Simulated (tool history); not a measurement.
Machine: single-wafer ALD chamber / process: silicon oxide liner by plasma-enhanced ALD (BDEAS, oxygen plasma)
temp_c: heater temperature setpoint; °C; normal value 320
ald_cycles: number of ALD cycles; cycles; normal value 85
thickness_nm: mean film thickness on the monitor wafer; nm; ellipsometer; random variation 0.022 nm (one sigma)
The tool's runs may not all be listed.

| run | hour | temp_c | ald_cycles | wafers since the last listed run | hours since the last thermocouple change | hours since the gauge calibration | read-back reference wafer on the same gauge, thickness_nm | thickness_nm |
|---|---|---|---|---|---|---|---|---|
| 1 | 0.0 | 320 | 85 | 0 | 232.8 | 767.1 | 9.001 | 8.738 |
| 2 | 57.5 | 320 | 85 | 308 | 290.3 | 824.6 | 8.997 | 8.684 |
| 3 | 120.4 | 320 | 85 | 337 | 353.2 | 887.5 | 8.999 | 8.681 |
| 4 | 154.7 | 320 | 85 | 183 | 387.5 | 921.8 | 9.000 | 8.680 |
| 5 | 224.6 | 320 | 85 | 374 | 457.4 | 991.7 | 9.002 | 8.702 |
| 6 | 257.7 | 320 | 85 | 177 | 490.5 | 1024.8 | 8.999 | 8.696 |
| 7 | 282.0 | 320 | 85 | 130 | 514.8 | 1049.1 | 9.002 | 8.698 |
| 8 | 336.6 | 320 | 85 | 292 | 569.4 | 1103.7 | 9.000 | 8.706 |
|  | 339.2 | gauge calibrated |
| 9 | 377.9 | 320 | 85 | 221 | 610.7 | 38.7 | 9.000 | 8.674 |
| 10 | 405.0 | 320 | 85 | 145 | 637.8 | 65.8 | 8.996 | 8.701 |
| 11 | 467.7 | 320 | 85 | 335 | 700.5 | 128.5 | 8.998 | 8.683 |
| 12 | 509.6 | 320 | 85 | 224 | 742.4 | 170.4 | 8.997 | 8.662 |
| 13 | 559.1 | 328 | 74 | 265 | 791.9 | 219.9 | 9.000 | 7.440 |
| 14 | 604.7 | 328 | 74 | 244 | 837.5 | 265.5 | 9.000 | 7.462 |
| 15 | 648.2 | 316 | 72 | 233 | 881.0 | 309.0 | 8.999 | 7.389 |
| 16 | 698.8 | 316 | 72 | 271 | 931.6 | 359.6 | 9.001 | 7.364 |
| 17 | 736.2 | 320 | 85 | 200 | 969.0 | 397.0 | 9.003 | 8.713 |
| 18 | 805.4 | 320 | 85 | 370 | 1038.2 | 466.2 | 9.004 | 8.671 |
| 19 | 871.0 | 320 | 91 | 351 | 1103.8 | 531.8 | 8.998 | 9.258 |
| 20 | 930.4 | 320 | 91 | 318 | 1163.2 | 591.2 | 9.000 | 9.255 |
| 21 | 969.6 | 320 | 85 | 210 | 1202.4 | 630.4 | 8.999 | 8.653 |
| 22 | 1009.9 | 329 | 85 | 215 | 1242.7 | 670.7 | 8.999 | 8.517 |
| 23 | 1053.0 | 320 | 85 | 230 | 1285.8 | 713.8 | 9.001 | 8.638 |
| 24 | 1124.7 | 331 | 76 | 384 | 1357.5 | 785.5 | 8.996 | 7.598 |
| 25 | 1175.5 | 329 | 71 | 272 | 1408.3 | 836.3 | 9.001 | 7.117 |
| 26 | 1211.0 | 328 | 92 | 190 | 1443.8 | 871.8 | 8.998 | 9.274 |
|  | 1233.3 | gauge calibrated |
| 27 | 1281.5 | 320 | 70 | 377 | 1514.3 | 48.2 | 9.004 | 7.161 |
| 28 | 1330.2 | 325 | 70 | 260 | 1563.0 | 96.9 | 9.000 | 7.067 |
| 29 | 1363.7 | 330 | 101 | 179 | 1596.5 | 130.4 | 9.002 | 10.136 |
| 30 | 1390.6 | 320 | 94 | 144 | 1623.4 | 157.3 | 8.999 | 9.535 |
| 31 | 1423.8 | 334 | 75 | 177 | 1656.6 | 190.5 | 9.001 | 7.466 |
| 32 | 1478.9 | 333 | 90 | 295 | 1711.7 | 245.6 | 9.000 | 8.994 |
| 33 | 1528.8 | 327 | 79 | 267 | 1761.6 | 295.5 | 8.996 | 7.953 |
|  | 1536.8 | thermocouple changed; heater temperature recalibrated |
| 34 | 1584.6 | 325 | 91 | 256 | 47.8 | 351.3 | 9.003 | 9.285 |
| 35 | 1630.4 | 331 | 98 | 245 | 93.6 | 397.1 | 9.004 | 9.924 |
| 36 | 1676.6 | 320 | 92 | 247 | 139.8 | 443.3 | 8.999 | 9.455 |
| 37 | 1744.4 | 320 | 85 | 363 | 207.6 | 511.1 | 9.001 | 8.690 |
| 38 | 1807.2 | 320 | 85 | 336 | 270.4 | 573.9 | 9.004 | 8.697 |
| 39 | 1922.6 | 320 | 85 | 618 | 385.8 | 689.3 | 9.000 | 8.728 |
| 40 | 1968.0 | 306 | 85 | 243 | 431.2 | 734.7 | 9.000 | 8.872 |
| 41 | 1997.7 | 320 | 85 | 159 | 460.9 | 764.4 | 8.998 | 8.653 |
| 42 | 2022.6 | 308 | 79 | 133 | 485.8 | 789.3 | 9.000 | 8.258 |

What was the tool's hidden state at every run in the log?
gauge reads high (%): 0 across all the runs
H1: wafer temperature above the value expected at the setpoint (K)
| run | H1 |
|---|---|
| 1 | 2.13 |
| 2 | 2.51 |
| 3 | 2.88 |
| 4 | 3.07 |
| 5 | 3.43 |
| 6 | 3.59 |
| 7 | 3.7 |
| 8 | 3.93 |
| 9 | 4.09 |
| 10 | 4.19 |
| 11 | 4.41 |
| 12 | 4.54 |
| 13 | 4.69 |
| 14 | 4.81 |
| 15 | 4.93 |
| 16 | 5.05 |
| 17 | 5.13 |
| 18 | 5.27 |
| 19 | 5.39 |
| 20 | 5.49 |
| 21 | 5.56 |
| 22 | 5.61 |
| 23 | 5.67 |
| 24 | 5.76 |
| 25 | 5.82 |
| 26 | 5.86 |
| 27 | 5.93 |
| 28 | 5.97 |
| 29 | 6 |
| 30 | 6.02 |
| 31 | 6.05 |
| 32 | 6.09 |
| 33 | 6.12 |
| 34 | -0.238 |
| 35 | 0.166 |
| 36 | 0.546 |
| 37 | 1.06 |
| 38 | 1.48 |
| 39 | 2.16 |
| 40 | 2.4 |
| 41 | 2.55 |
| 42 | 2.66 |
